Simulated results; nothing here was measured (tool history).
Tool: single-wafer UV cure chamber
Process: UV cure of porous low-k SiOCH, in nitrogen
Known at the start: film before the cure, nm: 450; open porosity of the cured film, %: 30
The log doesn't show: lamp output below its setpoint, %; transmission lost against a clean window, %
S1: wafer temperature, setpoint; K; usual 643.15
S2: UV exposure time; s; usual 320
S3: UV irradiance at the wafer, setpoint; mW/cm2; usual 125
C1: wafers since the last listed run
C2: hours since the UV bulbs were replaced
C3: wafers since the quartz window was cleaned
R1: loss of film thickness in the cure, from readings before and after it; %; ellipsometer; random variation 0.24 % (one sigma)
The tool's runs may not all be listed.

| run | hour | S1 | S2 | S3 | C1 | C2 | C3 | R1 |
|---|---|---|---|---|---|---|---|---|
| 1 | 0 | 643.15 | 320 | 125 | 0 | 2026.4 | 2059 | 13.358 |
| 2 | 67.6 | 643.15 | 320 | 125 | 645 | 2094 | 2704 | 13.538 |
|  | 86.4 | quartz window cleaned |
| 3 | 119.8 | 652.15 | 320 | 125 | 421 | 2146.2 | 318 | 13.596 |
| 4 | 160.4 | 643.15 | 320 | 125 | 387 | 2186.8 | 706 | 13.043 |
| 5 | 213.6 | 643.15 | 320 | 125 | 507 | 2240 | 1213 | 13.363 |
| 6 | 283.7 | 643.15 | 320 | 125 | 668 | 2310.1 | 1882 | 13.176 |
| 7 | 333.4 | 643.15 | 320 | 125 | 474 | 2359.8 | 2357 | 13.229 |
|  | 341.5 | UV bulbs replaced |
| 8 | 364.4 | 643.15 | 320 | 125 | 219 | 22.9 | 2576 | 14.803 |
|  | 373.8 | quartz window cleaned |
| 9 | 410.7 | 643.15 | 320 | 125 | 365 | 69.2 | 351 | 14.853 |
| 10 | 452.9 | 654.15 | 470 | 125 | 402 | 111.4 | 754 | 16.495 |
| 11 | 487.8 | 632.15 | 455 | 125 | 333 | 146.3 | 1087 | 16.608 |
| 12 | 526.9 | 624.15 | 135 | 156 | 373 | 185.4 | 1460 | 11.309 |
| 13 | 586.9 | 653.15 | 230 | 125 | 572 | 245.4 | 2033 | 13.077 |
|  | 647.1 | quartz window cleaned |
| 14 | 647.6 | 626.15 | 490 | 158 | 502 | 306.1 | 4 | 17.623 |
| 15 | 701.5 | 643.15 | 170 | 160 | 514 | 360 | 519 | 12.612 |
| 16 | 752.2 | 643.15 | 320 | 125 | 483 | 410.7 | 1003 | 14.372 |
| 17 | 799.5 | 651.15 | 470 | 125 | 451 | 458 | 1454 | 16.877 |
| 18 | 845.2 | 643.15 | 320 | 125 | 436 | 503.7 | 1890 | 14.153 |
|  | 880.2 | quartz window cleaned |
| 19 | 880.7 | 636.15 | 195 | 97 | 262 | 539.2 | 5 | 10.607 |

4 ways to go on from here, each from the tool as it stands after run 19. What would each give?
| A | 881.2 | 650.15 | 320 | 125 | 4 | 539.7 | 9 | ? |
| B | 881.2 | 633.15 | 205 | 125 | 4 | 539.7 | 9 | ? |
| C | 881.2 | 632.15 | 190 | 151 | 4 | 539.7 | 9 | ? |
| D | 881.2 | 650.15 | 145 | 125 | 4 | 539.7 | 9 | ? |

| run | R1 |
|---|---|
| A | 14.237 |
| B | 11.678 |
| C | 12.206 |
| D | 10.363 |
Without the tool's hidden state the same runs would have given:
| run | R1 |
|---|---|
| A | 15.336 |
| B | 12.73 |
| C | 13.268 |
| D | 11.393 |
